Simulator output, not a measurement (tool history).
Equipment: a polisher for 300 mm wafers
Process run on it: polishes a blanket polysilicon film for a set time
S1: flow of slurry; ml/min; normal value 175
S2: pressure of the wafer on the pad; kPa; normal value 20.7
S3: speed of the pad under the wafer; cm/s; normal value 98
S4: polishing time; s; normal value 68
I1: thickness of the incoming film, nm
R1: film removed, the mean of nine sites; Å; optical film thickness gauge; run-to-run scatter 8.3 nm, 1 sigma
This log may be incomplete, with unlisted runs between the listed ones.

run	hour	S1	S2	S3	S4	I1	R1
1	0.0	175	20.7	98	68	1684.9	6973
2	30.7	175	20.7	98	68	1688.5	7007
3	82.8	175	24.8	98	68	1681.8	8450
4	152.8	175	24.8	98	68	1712.4	8559
# hour 169.9: worn pad replaced by a new one
5	194.8	175	20.7	98	68	1662.2	6932
6	224.3	175	20.7	88	68	1683.5	6749
7	250.9	175	20.7	88	68	1674.9	6653
8	281.9	175	20.7	88	68	1685.5	6629
9	338.1	175	20.7	98	68	1684.2	7136
10	399.9	175	20.7	98	61	1685.6	6585
11	444.0	175	20.7	98	68	1689.1	7115
# hour 445.6: slurry nozzle cleaned
# hour 453.8: worn pad replaced by a new one
12	514.8	175	20.7	98	68	1689.5	7191
13	576.6	175	20.7	98	68	1662.1	7121
14	644.1	220	24.8	98	68	1694.4	9052
15	706.1	220	24.8	98	68	1709.9	8821
# hour 737.9: worn pad replaced by a new one
16	798.7	175	20.7	98	87	1699.6	9336
# hour 859.9: head pressure recalibrated
17	861.1	210	20.7	98	68	1686.6	6769
18	925.2	215	22.8	76	68	1725.2	6365
19	958.8	175	20.7	98	68	1707.4	6751
20	989.4	175	27.6	98	68	1674.8	9217
# hour 1029.3: worn pad replaced by a new one
21	1052.8	175	15.9	68	78	1681.9	4828
22	1101.8	175	20.7	98	68	1692.6	6866
# hour 1103.1: slurry nozzle cleaned
23	1134.3	175	20.7	66	68	1674.1	5423
24	1174.7	130	20.7	98	62	1681.2	5972
25	1220.2	175	16.5	98	68	1671.2	5584
26	1262.3	195	20.7	98	68	1694.2	6962
# hour 1314.3: worn pad replaced by a new one
27	1314.8	175	20.7	98	68	1687.9	6768
28	1369.6	175	17.9	118	60	1660.6	6032
29	1396.3	175	20.7	98	68	1688.4	6783
30	1444.5	175	20.7	98	68	1683.1	7068

Forecast each of these 4 alternatives for the next run:
A	1444.9	175	20.7	98	68	1676.9	?
B	1444.9	175	20.7	88	62	1676.9	?
C	1444.9	175	15.2	98	68	1676.9	?
D	1444.9	220	17.2	98	68	1676.9	?

run	R1
A	7046
B	6027
C	5167
D	6022
Without the tool's hidden state the same runs would have given:
run	R1
A	6831
B	5843
C	5009
D	5838

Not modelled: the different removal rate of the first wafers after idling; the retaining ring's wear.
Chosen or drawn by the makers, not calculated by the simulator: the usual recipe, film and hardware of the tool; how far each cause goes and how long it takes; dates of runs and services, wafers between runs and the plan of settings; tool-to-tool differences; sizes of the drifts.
